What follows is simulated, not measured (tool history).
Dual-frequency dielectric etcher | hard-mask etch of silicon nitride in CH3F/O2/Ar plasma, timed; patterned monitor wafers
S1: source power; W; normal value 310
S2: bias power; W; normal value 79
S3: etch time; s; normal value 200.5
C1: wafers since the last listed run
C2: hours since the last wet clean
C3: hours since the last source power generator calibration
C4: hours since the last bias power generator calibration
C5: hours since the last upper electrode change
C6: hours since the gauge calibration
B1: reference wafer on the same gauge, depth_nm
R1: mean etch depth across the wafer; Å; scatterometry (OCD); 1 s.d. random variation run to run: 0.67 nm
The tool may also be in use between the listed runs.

{"run": 1, "day": 0.0, "S1": 310, "S2": 95, "S3": 200.5, "C1": 0, "C2": 0.5, "C3": 80.5, "C4": 156.2, "C5": 3664.3, "C6": 1674.1, "B1": 127, "R1": 1393}
{"run": 2, "day": 1.196, "S1": 310, "S2": 95, "S3": 200.5, "C1": 193, "C2": 29.2, "C3": 109.2, "C4": 184.9, "C5": 3693, "C6": 1702.8, "B1": 126.8, "R1": 1402}
{"day": 6.392, "done": "gauge calibrated"}
{"run": 3, "day": 6.675, "S1": 310, "S2": 66, "S3": 200.5, "C1": 884, "C2": 160.7, "C3": 240.7, "C4": 316.4, "C5": 3824.5, "C6": 6.8, "B1": 126.9, "R1": 1182}
{"run": 4, "day": 9.254, "S1": 310, "S2": 66, "S3": 200.5, "C1": 416, "C2": 222.6, "C3": 302.6, "C4": 378.3, "C5": 3886.4, "C6": 68.7, "B1": 127.1, "R1": 1180}
{"run": 5, "day": 10.742, "S1": 310, "S2": 79, "S3": 200.5, "C1": 240, "C2": 258.3, "C3": 338.3, "C4": 414, "C5": 3922.1, "C6": 104.4, "B1": 127.1, "R1": 1280}
{"run": 6, "day": 19.496, "S1": 280, "S2": 79, "S3": 251, "C1": 1413, "C2": 468.4, "C3": 548.4, "C4": 624.1, "C5": 4132.2, "C6": 314.5, "B1": 126.9, "R1": 1493}
{"run": 7, "day": 21.288, "S1": 310, "S2": 72, "S3": 179, "C1": 289, "C2": 511.4, "C3": 591.4, "C4": 667.1, "C5": 4175.2, "C6": 357.5, "B1": 126.8, "R1": 1093}
{"run": 8, "day": 22.667, "S1": 310, "S2": 79, "S3": 200.5, "C1": 222, "C2": 544.5, "C3": 624.5, "C4": 700.2, "C5": 4208.3, "C6": 390.6, "B1": 127.1, "R1": 1281}
{"day": 24.175, "done": "wet clean of the chamber"}
{"run": 9, "day": 25.362, "S1": 310, "S2": 79, "S3": 162.5, "C1": 273, "C2": 28.5, "C3": 689.2, "C4": 764.9, "C5": 4273, "C6": 455.3, "B1": 126.9, "R1": 1026}
{"run": 10, "day": 27.117, "S1": 310, "S2": 79, "S3": 200.5, "C1": 283, "C2": 70.6, "C3": 731.3, "C4": 807, "C5": 4315.1, "C6": 497.4, "B1": 127.3, "R1": 1274}
{"run": 11, "day": 28.779, "S1": 310, "S2": 98, "S3": 200.5, "C1": 268, "C2": 110.5, "C3": 771.2, "C4": 846.9, "C5": 4355, "C6": 537.3, "B1": 127, "R1": 1402}
{"run": 12, "day": 31.1, "S1": 310, "S2": 79, "S3": 200.5, "C1": 374, "C2": 166.2, "C3": 826.9, "C4": 902.6, "C5": 4410.7, "C6": 593, "B1": 127, "R1": 1267}
{"run": 13, "day": 32.304, "S1": 330, "S2": 60, "S3": 217, "C1": 194, "C2": 195.1, "C3": 855.8, "C4": 931.5, "C5": 4439.6, "C6": 621.9, "B1": 126.9, "R1": 1255}
{"day": 35.579, "done": "upper electrode replaced"}
{"run": 14, "day": 35.6, "S1": 310, "S2": 79, "S3": 200.5, "C1": 370, "C2": 274.2, "C3": 934.9, "C4": 1010.6, "C5": 0.5, "C6": 701, "B1": 126.8, "R1": 1282}
{"run": 15, "day": 36.138, "S1": 360, "S2": 65, "S3": 226.5, "C1": 86, "C2": 287.1, "C3": 947.8, "C4": 1023.5, "C5": 13.4, "C6": 713.9, "B1": 126.9, "R1": 1432}
{"run": 16, "day": 37.946, "S1": 310, "S2": 79, "S3": 167, "C1": 291, "C2": 330.5, "C3": 991.2, "C4": 1066.9, "C5": 56.8, "C6": 757.3, "B1": 126.9, "R1": 1052}
{"run": 17, "day": 40.367, "S1": 330, "S2": 79, "S3": 158.5, "C1": 390, "C2": 388.6, "C3": 1049.3, "C4": 1125, "C5": 114.9, "C6": 815.4, "B1": 127.2, "R1": 1039}
{"day": 44.142, "done": "wet clean of the chamber"}
{"run": 18, "day": 47.217, "S1": 310, "S2": 88, "S3": 232, "C1": 944, "C2": 73.8, "C3": 1213.7, "C4": 1289.4, "C5": 279.3, "C6": 979.8, "B1": 126.9, "R1": 1546}
{"run": 19, "day": 49.592, "S1": 310, "S2": 65, "S3": 200.5, "C1": 383, "C2": 130.8, "C3": 1270.7, "C4": 1346.4, "C5": 336.3, "C6": 1036.8, "B1": 126.9, "R1": 1161}
{"run": 20, "day": 51.896, "S1": 310, "S2": 79, "S3": 175, "C1": 371, "C2": 186.1, "C3": 1326, "C4": 1401.7, "C5": 391.6, "C6": 1092.1, "B1": 127, "R1": 1104}
{"run": 21, "day": 54.204, "S1": 240, "S2": 60, "S3": 200.5, "C1": 372, "C2": 241.5, "C3": 1381.4, "C4": 1457.1, "C5": 447, "C6": 1147.5, "B1": 127.1, "R1": 942}
{"run": 22, "day": 57.133, "S1": 310, "S2": 79, "S3": 200.5, "C1": 472, "C2": 311.8, "C3": 1451.7, "C4": 1527.4, "C5": 517.3, "C6": 1217.8, "B1": 127.2, "R1": 1255}
{"run": 23, "day": 59.333, "S1": 310, "S2": 97, "S3": 235, "C1": 355, "C2": 364.6, "C3": 1504.5, "C4": 1580.2, "C5": 570.1, "C6": 1270.6, "B1": 126.8, "R1": 1621}
{"run": 24, "day": 60.625, "S1": 370, "S2": 79, "S3": 162.5, "C1": 208, "C2": 395.6, "C3": 1535.5, "C4": 1611.2, "C5": 601.1, "C6": 1301.6, "B1": 127, "R1": 1133}
{"run": 25, "day": 63.592, "S1": 270, "S2": 79, "S3": 200.5, "C1": 478, "C2": 466.8, "C3": 1606.7, "C4": 1682.4, "C5": 672.3, "C6": 1372.8, "B1": 127, "R1": 1150}
{"run": 26, "day": 65.712, "S1": 310, "S2": 79, "S3": 181, "C1": 342, "C2": 517.7, "C3": 1657.6, "C4": 1733.3, "C5": 723.2, "C6": 1423.7, "B1": 127.2, "R1": 1135}
{"day": 67.704, "done": "wet clean of the chamber"}
{"run": 27, "day": 67.725, "S1": 310, "S2": 79, "S3": 200.5, "C1": 163, "C2": 0.5, "C3": 1705.9, "C4": 1781.6, "C5": 771.5, "C6": 1472, "B1": 127, "R1": 1256}
{"run": 28, "day": 68.6, "S1": 310, "S2": 92, "S3": 237, "C1": 141, "C2": 21.5, "C3": 1726.9, "C4": 1802.6, "C5": 792.5, "C6": 1493, "B1": 127, "R1": 1609}
{"run": 29, "day": 71.362, "S1": 230, "S2": 96, "S3": 245, "C1": 445, "C2": 87.8, "C3": 1793.2, "C4": 1868.9, "C5": 858.8, "C6": 1559.3, "B1": 127, "R1": 1376}

Forecast each of these 5 alternatives for the next run:
{"run": "A", "day": 71.383, "S1": 310, "S2": 79, "S3": 200.5, "C1": 3, "C2": 88.3, "C3": 1793.7, "C4": 1869.4, "C5": 859.3, "C6": 1559.8, "B1": "?", "R1": "?"}
{"run": "B", "day": 71.383, "S1": 360, "S2": 79, "S3": 200.5, "C1": 3, "C2": 88.3, "C3": 1793.7, "C4": 1869.4, "C5": 859.3, "C6": 1559.8, "B1": "?", "R1": "?"}
{"run": "C", "day": 71.383, "S1": 240, "S2": 86, "S3": 250.5, "C1": 3, "C2": 88.3, "C3": 1793.7, "C4": 1869.4, "C5": 859.3, "C6": 1559.8, "B1": "?", "R1": "?"}
{"run": "D", "day": 71.383, "S1": 310, "S2": 93, "S3": 253, "C1": 3, "C2": 88.3, "C3": 1793.7, "C4": 1869.4, "C5": 859.3, "C6": 1559.8, "B1": "?", "R1": "?"}
{"run": "E", "day": 71.383, "S1": 340, "S2": 89, "S3": 151.5, "C1": 3, "C2": 88.3, "C3": 1793.7, "C4": 1869.4, "C5": 859.3, "C6": 1559.8, "B1": "?", "R1": "?"}

run=A B1=126.9 R1=1255
run=B B1=126.9 R1=1368
run=C B1=126.9 R1=1381
run=D B1=126.9 R1=1707
run=E B1=126.9 R1=1057
What these runs would have given with no unlogged condition in the tool:
run=A R1=1281
run=B R1=1397
run=C R1=1410
run=D R1=1742
run=E R1=1079
